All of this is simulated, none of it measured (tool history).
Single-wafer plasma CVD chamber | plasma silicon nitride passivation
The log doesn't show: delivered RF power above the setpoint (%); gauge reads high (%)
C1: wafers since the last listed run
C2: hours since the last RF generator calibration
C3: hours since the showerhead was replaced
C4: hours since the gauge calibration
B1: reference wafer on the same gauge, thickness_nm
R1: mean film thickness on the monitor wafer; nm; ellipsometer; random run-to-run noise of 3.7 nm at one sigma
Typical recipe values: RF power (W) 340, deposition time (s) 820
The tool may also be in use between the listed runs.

Run 1, hour 0: usual settings but RF power (W) 380, deposition time (s) 911; C1 0; C2 2403.6; C3 2577.1; C4 405.7; B1 1139.605. Result: R1 1442.35 nm.
Run 2, hour 16.6: usual settings but RF power (W) 380, deposition time (s) 911; C1 24; C2 2420.2; C3 2593.7; C4 422.3; B1 1139.435. Result: R1 1444.608 nm.
Run 3, hour 50.7: usual settings but RF power (W) 380, deposition time (s) 911; C1 50; C2 2454.3; C3 2627.8; C4 456.4; B1 1139.007. Result: R1 1443.987 nm.
Run 4, hour 70.8: usual settings; C1 29; C2 2474.4; C3 2647.9; C4 476.5; B1 1141.334. Result: R1 1238.899 nm.
Run 5, hour 136.5: usual settings but RF power (W) 305, deposition time (s) 893; C1 97; C2 2540.1; C3 2713.6; C4 542.2; B1 1141.035. Result: R1 1284.266 nm.
Run 6, hour 166.9: usual settings but RF power (W) 305, deposition time (s) 893; C1 45; C2 2570.5; C3 2744; C4 572.6; B1 1139.599. Result: R1 1286.941 nm.
Run 7, hour 243.6: usual settings but RF power (W) 305, deposition time (s) 893; C1 113; C2 2647.2; C3 2820.7; C4 649.3; B1 1140.404. Result: R1 1284.612 nm.
Run 8, hour 264.1: usual settings but deposition time (s) 726; C1 30; C2 2667.7; C3 2841.2; C4 669.8; B1 1139.125. Result: R1 1090.669 nm.
Run 9, hour 295.5: usual settings but RF power (W) 315; C1 46; C2 2699.1; C3 2872.6; C4 701.2; B1 1139.073. Result: R1 1193.924 nm.
Run 10, hour 313.3: usual settings but RF power (W) 315; C1 26; C2 2716.9; C3 2890.4; C4 719; B1 1141.978. Result: R1 1193.305 nm.
Run 11, hour 335.9: usual settings but RF power (W) 315; C1 33; C2 2739.5; C3 2913; C4 741.6; B1 1139.715. Result: R1 1199.31 nm.
Run 12, hour 356.6: usual settings but RF power (W) 400, deposition time (s) 778; C1 30; C2 2760.2; C3 2933.7; C4 762.3; B1 1140.477. Result: R1 1258.639 nm.
At hour 380.9: gauge calibrated.
Run 13, hour 387.2: usual settings; C1 45; C2 2790.8; C3 2964.3; C4 6.3; B1 1140.65. Result: R1 1234.028 nm.
Run 14, hour 415.2: usual settings but RF power (W) 305, deposition time (s) 743; C1 41; C2 2818.8; C3 2992.3; C4 34.3; B1 1139.911. Result: R1 1070.235 nm.
At hour 447.1: showerhead replaced.
Run 15, hour 447.7: usual settings; C1 36; C2 2851.3; C3 0.6; C4 66.8; B1 1138.499. Result: R1 1238.787 nm.
Run 16, hour 468.5: usual settings but deposition time (s) 695; C1 30; C2 2872.1; C3 21.4; C4 87.6; B1 1140.09. Result: R1 1051.966 nm.
Run 17, hour 486.9: usual settings; C1 27; C2 2890.5; C3 39.8; C4 106; B1 1140.227. Result: R1 1236.009 nm.
Run 18, hour 509.2: usual settings but RF power (W) 275, deposition time (s) 705; C1 33; C2 2912.8; C3 62.1; C4 128.3; B1 1141.353. Result: R1 960.458 nm.
At hour 541.1: RF generator calibrated.
Run 19, hour 541.6: usual settings; C1 36; C2 0.5; C3 94.5; C4 160.7; B1 1140.519. Result: R1 1239.659 nm.
Run 20, hour 593.8: usual settings but RF power (W) 315, deposition time (s) 691; C1 77; C2 52.7; C3 146.7; C4 212.9; B1 1140.621. Result: R1 1008.614 nm.
Run 21, hour 609.8: usual settings but RF power (W) 375, deposition time (s) 917; C1 23; C2 68.7; C3 162.7; C4 228.9; B1 1138.54. Result: R1 1445.895 nm.
Run 22, hour 626.7: usual settings but deposition time (s) 682; C1 25; C2 85.6; C3 179.6; C4 245.8; B1 1140.232. Result: R1 1030.069 nm.
Run 23, hour 691.3: usual settings but RF power (W) 380, deposition time (s) 762; C1 95; C2 150.2; C3 244.2; C4 310.4; B1 1139.068. Result: R1 1204.117 nm.

List, for all runs, the conditions of the tool that the log does not record:
delivered RF power above the setpoint (%): 0 across all the runs
gauge reads high (%): 0 across all the runs
